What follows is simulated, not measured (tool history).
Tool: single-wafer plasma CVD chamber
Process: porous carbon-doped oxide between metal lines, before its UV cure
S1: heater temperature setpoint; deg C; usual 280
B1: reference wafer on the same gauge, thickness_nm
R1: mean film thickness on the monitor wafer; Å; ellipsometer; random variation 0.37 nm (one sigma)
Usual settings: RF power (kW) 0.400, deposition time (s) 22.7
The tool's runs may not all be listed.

run 1 hour=0.0 | S1=280 RF_power_(kW)=0.400 deposition_time_(s)=22.7 | B1=143.937 | R1=1248.56
run 2 hour=50.9 | S1=280 RF_power_(kW)=0.400 deposition_time_(s)=22.7 | B1=143.972 | R1=1244.26
run 3 hour=154.4 | S1=280 RF_power_(kW)=0.345 deposition_time_(s)=24.3 | B1=144.117 | R1=1142.09
run 4 hour=215.8 | S1=280 RF_power_(kW)=0.345 deposition_time_(s)=24.3 | B1=143.789 | R1=1138.18
run 5 hour=252.6 | S1=280 RF_power_(kW)=0.400 deposition_time_(s)=22.7 | B1=143.986 | R1=1241.83
run 6 hour=323.6 | S1=280 RF_power_(kW)=0.400 deposition_time_(s)=22.7 | B1=143.991 | R1=1232.64
run 7 hour=393.4 | S1=280 RF_power_(kW)=0.400 deposition_time_(s)=22.7 | B1=144.047 | R1=1242.94
run 8 hour=487.3 | S1=272 RF_power_(kW)=0.400 deposition_time_(s)=22.7 | B1=144.144 | R1=1308.97
run 9 hour=572.7 | S1=272 RF_power_(kW)=0.400 deposition_time_(s)=22.7 | B1=144.243 | R1=1308.60
run 10 hour=675.3 | S1=272 RF_power_(kW)=0.400 deposition_time_(s)=22.7 | B1=144.080 | R1=1309.69
-- hour=711.4 RF generator calibrated
run 11 hour=762.5 | S1=280 RF_power_(kW)=0.400 deposition_time_(s)=22.7 | B1=143.970 | R1=1237.17
run 12 hour=804.9 | S1=280 RF_power_(kW)=0.375 deposition_time_(s)=25.1 | B1=143.718 | R1=1273.64
-- hour=810.5 gauge calibrated
run 13 hour=850.8 | S1=280 RF_power_(kW)=0.375 deposition_time_(s)=25.1 | B1=144.116 | R1=1264.40
run 14 hour=927.5 | S1=289 RF_power_(kW)=0.335 deposition_time_(s)=25.9 | B1=143.834 | R1=1091.70
run 15 hour=1002.5 | S1=265 RF_power_(kW)=0.400 deposition_time_(s)=20.6 | B1=143.927 | R1=1250.58
run 16 hour=1049.8 | S1=266 RF_power_(kW)=0.430 deposition_time_(s)=24.6 | B1=144.037 | R1=1570.54
run 17 hour=1106.0 | S1=295 RF_power_(kW)=0.475 deposition_time_(s)=22.7 | B1=144.010 | R1=1297.51
run 18 hour=1147.0 | S1=270 RF_power_(kW)=0.400 deposition_time_(s)=20.4 | B1=144.012 | R1=1191.45
run 19 hour=1247.0 | S1=280 RF_power_(kW)=0.400 deposition_time_(s)=26.6 | B1=144.019 | R1=1432.55
run 20 hour=1302.6 | S1=295 RF_power_(kW)=0.435 deposition_time_(s)=24.3 | B1=143.868 | R1=1287.29
run 21 hour=1387.1 | S1=288 RF_power_(kW)=0.425 deposition_time_(s)=22.7 | B1=143.829 | R1=1233.93
run 22 hour=1454.0 | S1=266 RF_power_(kW)=0.440 deposition_time_(s)=21.4 | B1=144.167 | R1=1405.98
run 23 hour=1561.4 | S1=280 RF_power_(kW)=0.400 deposition_time_(s)=24.5 | B1=143.827 | R1=1312.79
-- hour=1639.3 showerhead replaced
-- hour=1700.9 thermocouple changed; heater temperature recalibrated
run 24 hour=1879.9 | S1=285 RF_power_(kW)=0.400 deposition_time_(s)=19.3 | B1=144.083 | R1=1038.30
run 25 hour=2099.1 | S1=280 RF_power_(kW)=0.400 deposition_time_(s)=22.7 | B1=144.091 | R1=1241.36
run 26 hour=2136.8 | S1=267 RF_power_(kW)=0.430 deposition_time_(s)=25.7 | B1=144.181 | R1=1649.02
run 27 hour=2203.5 | S1=287 RF_power_(kW)=0.400 deposition_time_(s)=22.7 | B1=144.054 | R1=1182.85
run 28 hour=2260.0 | S1=268 RF_power_(kW)=0.400 deposition_time_(s)=22.7 | B1=143.702 | R1=1356.86
run 29 hour=2326.0 | S1=280 RF_power_(kW)=0.450 deposition_time_(s)=18.3 | B1=143.968 | R1=1125.56
-- hour=2558.5 gauge calibrated
run 30 hour=2576.1 | S1=288 RF_power_(kW)=0.470 deposition_time_(s)=22.7 | B1=143.843 | R1=1354.29
run 31 hour=2668.9 | S1=280 RF_power_(kW)=0.400 deposition_time_(s)=22.7 | B1=143.895 | R1=1231.51
run 32 hour=2714.5 | S1=272 RF_power_(kW)=0.400 deposition_time_(s)=22.7 | B1=143.997 | R1=1310.79
run 33 hour=2795.2 | S1=280 RF_power_(kW)=0.400 deposition_time_(s)=22.7 | B1=143.938 | R1=1230.15

Forecast each of these 5 alternatives for the next run:
run A hour=2795.6 | S1=280 RF_power_(kW)=0.325 deposition_time_(s)=22.7 | B1=? | R1=?
run B hour=2795.6 | S1=280 RF_power_(kW)=0.450 deposition_time_(s)=22.7 | B1=? | R1=?
run C hour=2795.6 | S1=265 RF_power_(kW)=0.435 deposition_time_(s)=22.7 | B1=? | R1=?
run D hour=2795.6 | S1=286 RF_power_(kW)=0.425 deposition_time_(s)=26.8 | B1=? | R1=?
run E hour=2795.6 | S1=292 RF_power_(kW)=0.440 deposition_time_(s)=24.1 | B1=? | R1=?

run=A B1=143.960 R1=994.52
run=B B1=143.960 R1=1376.13
run=C B1=143.960 R1=1491.30
run=D B1=143.960 R1=1469.83
run=E B1=143.960 R1=1316.82
Without the tool's hidden state the same runs would have given:
run=A R1=1017.74
run=B R1=1408.26
run=C R1=1528.75
run=D R1=1503.20
run=E R1=1345.41
